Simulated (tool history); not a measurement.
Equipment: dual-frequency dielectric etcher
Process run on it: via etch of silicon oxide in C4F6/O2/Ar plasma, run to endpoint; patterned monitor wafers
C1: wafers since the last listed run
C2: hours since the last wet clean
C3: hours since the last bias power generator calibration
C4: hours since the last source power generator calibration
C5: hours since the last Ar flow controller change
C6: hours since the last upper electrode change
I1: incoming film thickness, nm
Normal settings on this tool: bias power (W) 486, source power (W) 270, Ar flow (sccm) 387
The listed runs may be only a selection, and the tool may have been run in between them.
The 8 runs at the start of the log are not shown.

run 9 hour=274 | bias_power_(W)=486 source_power_(W)=270 Ar_flow_(sccm)=387 | C1=469 C2=325.4 C3=4168.9 C4=1887 C5=4835.1 C6=3924.7 | I1=191.5 | endpoint_time_(s)=47.2
run 10 hour=298.5 | bias_power_(W)=486 source_power_(W)=270 Ar_flow_(sccm)=416 | C1=405 C2=349.9 C3=4193.4 C4=1911.5 C5=4859.6 C6=3949.2 | I1=193.4 | endpoint_time_(s)=48.1
run 11 hour=325.4 | bias_power_(W)=486 source_power_(W)=270 Ar_flow_(sccm)=416 | C1=445 C2=376.8 C3=4220.3 C4=1938.4 C5=4886.5 C6=3976.1 | I1=191.7 | endpoint_time_(s)=47.4
run 12 hour=338.1 | bias_power_(W)=486 source_power_(W)=220 Ar_flow_(sccm)=387 | C1=210 C2=389.5 C3=4233 C4=1951.1 C5=4899.2 C6=3988.8 | I1=191.4 | endpoint_time_(s)=52.7
run 13 hour=352.9 | bias_power_(W)=486 source_power_(W)=220 Ar_flow_(sccm)=387 | C1=244 C2=404.3 C3=4247.8 C4=1965.9 C5=4914 C6=4003.6 | I1=191.9 | endpoint_time_(s)=52.6
run 14 hour=420.5 | bias_power_(W)=486 source_power_(W)=310 Ar_flow_(sccm)=387 | C1=1118 C2=471.9 C3=4315.4 C4=2033.5 C5=4981.6 C6=4071.2 | I1=191.7 | endpoint_time_(s)=43.8
-- hour=425.3 source power generator calibrated
-- hour=425.7 bias power generator calibrated
-- hour=463.9 wet clean of the chamber
run 15 hour=494 | bias_power_(W)=486 source_power_(W)=270 Ar_flow_(sccm)=425 | C1=746 C2=30.1 C3=68.3 C4=68.7 C5=5055.1 C6=4144.7 | I1=192 | endpoint_time_(s)=49.8
run 16 hour=513.1 | bias_power_(W)=402 source_power_(W)=320 Ar_flow_(sccm)=475 | C1=316 C2=49.2 C3=87.4 C4=87.8 C5=5074.2 C6=4163.8 | I1=192.4 | endpoint_time_(s)=48.1
run 17 hour=547.7 | bias_power_(W)=486 source_power_(W)=270 Ar_flow_(sccm)=315 | C1=572 C2=83.8 C3=122 C4=122.4 C5=5108.8 C6=4198.4 | I1=191.4 | endpoint_time_(s)=48.1
run 18 hour=569.8 | bias_power_(W)=486 source_power_(W)=200 Ar_flow_(sccm)=296 | C1=365 C2=105.9 C3=144.1 C4=144.5 C5=5130.9 C6=4220.5 | I1=191.5 | endpoint_time_(s)=56.3
run 19 hour=589.3 | bias_power_(W)=486 source_power_(W)=270 Ar_flow_(sccm)=457 | C1=322 C2=125.4 C3=163.6 C4=164 C5=5150.4 C6=4240 | I1=194.3 | endpoint_time_(s)=49.2
-- hour=619.6 upper electrode replaced
run 20 hour=620.1 | bias_power_(W)=486 source_power_(W)=270 Ar_flow_(sccm)=387 | C1=112 C2=156.2 C3=194.4 C4=194.8 C5=5181.2 C6=0.5 | I1=193.7 | endpoint_time_(s)=48.5
run 21 hour=638.2 | bias_power_(W)=424 source_power_(W)=300 Ar_flow_(sccm)=311 | C1=299 C2=174.3 C3=212.5 C4=212.9 C5=5199.3 C6=18.6 | I1=192.5 | endpoint_time_(s)=47.7
run 22 hour=667.2 | bias_power_(W)=417 source_power_(W)=270 Ar_flow_(sccm)=387 | C1=479 C2=203.3 C3=241.5 C4=241.9 C5=5228.3 C6=47.6 | I1=190.8 | endpoint_time_(s)=50.2
-- hour=702.4 Ar flow controller replaced
run 23 hour=702.9 | bias_power_(W)=486 source_power_(W)=270 Ar_flow_(sccm)=387 | C1=491 C2=239 C3=277.2 C4=277.6 C5=0.5 C6=83.3 | I1=192.4 | endpoint_time_(s)=48.1
run 24 hour=725.2 | bias_power_(W)=486 source_power_(W)=270 Ar_flow_(sccm)=482 | C1=369 C2=261.3 C3=299.5 C4=299.9 C5=22.8 C6=105.6 | I1=193.8 | endpoint_time_(s)=49
run 25 hour=745.8 | bias_power_(W)=436 source_power_(W)=220 Ar_flow_(sccm)=432 | C1=340 C2=281.9 C3=320.1 C4=320.5 C5=43.4 C6=126.2 | I1=193 | endpoint_time_(s)=56.2
run 26 hour=774.2 | bias_power_(W)=417 source_power_(W)=270 Ar_flow_(sccm)=387 | C1=469 C2=310.3 C3=348.5 C4=348.9 C5=71.8 C6=154.6 | I1=190.9 | endpoint_time_(s)=49.6
run 27 hour=796.9 | bias_power_(W)=486 source_power_(W)=310 Ar_flow_(sccm)=476 | C1=375 C2=333 C3=371.2 C4=371.6 C5=94.5 C6=177.3 | I1=192.2 | endpoint_time_(s)=44.7
run 28 hour=828.7 | bias_power_(W)=486 source_power_(W)=270 Ar_flow_(sccm)=434 | C1=526 C2=364.8 C3=403 C4=403.4 C5=126.3 C6=209.1 | I1=194 | endpoint_time_(s)=47.9
-- hour=860.8 wet clean of the chamber
run 29 hour=861.3 | bias_power_(W)=570 source_power_(W)=340 Ar_flow_(sccm)=442 | C1=142 C2=0.5 C3=435.6 C4=436 C5=158.9 C6=241.7 | I1=194.8 | endpoint_time_(s)=43.2
run 30 hour=891.5 | bias_power_(W)=486 source_power_(W)=270 Ar_flow_(sccm)=416 | C1=499 C2=30.7 C3=465.8 C4=466.2 C5=189.1 C6=271.9 | I1=192 | endpoint_time_(s)=50.1

What if the next run were any one of these 3? Each begins from the tool's condition after run 30:
run A hour=891.9 | bias_power_(W)=486 source_power_(W)=270 Ar_flow_(sccm)=339 | C1=6 C2=31.1 C3=466.2 C4=466.6 C5=189.5 C6=272.3 | I1=192.8 | endpoint_time_(s)=?
run B hour=891.9 | bias_power_(W)=591 source_power_(W)=340 Ar_flow_(sccm)=387 | C1=6 C2=31.1 C3=466.2 C4=466.6 C5=189.5 C6=272.3 | I1=192.8 | endpoint_time_(s)=?
run C hour=891.9 | bias_power_(W)=486 source_power_(W)=270 Ar_flow_(sccm)=459 | C1=6 C2=31.1 C3=466.2 C4=466.6 C5=189.5 C6=272.3 | I1=192.8 | endpoint_time_(s)=?

run=A endpoint_time_(s)=49.4
run=B endpoint_time_(s)=41.7
run=C endpoint_time_(s)=50.2
Had the tool no hidden state, the same runs would have come out as:
run=A endpoint_time_(s)=49.2
run=B endpoint_time_(s)=41.5
run=C endpoint_time_(s)=50
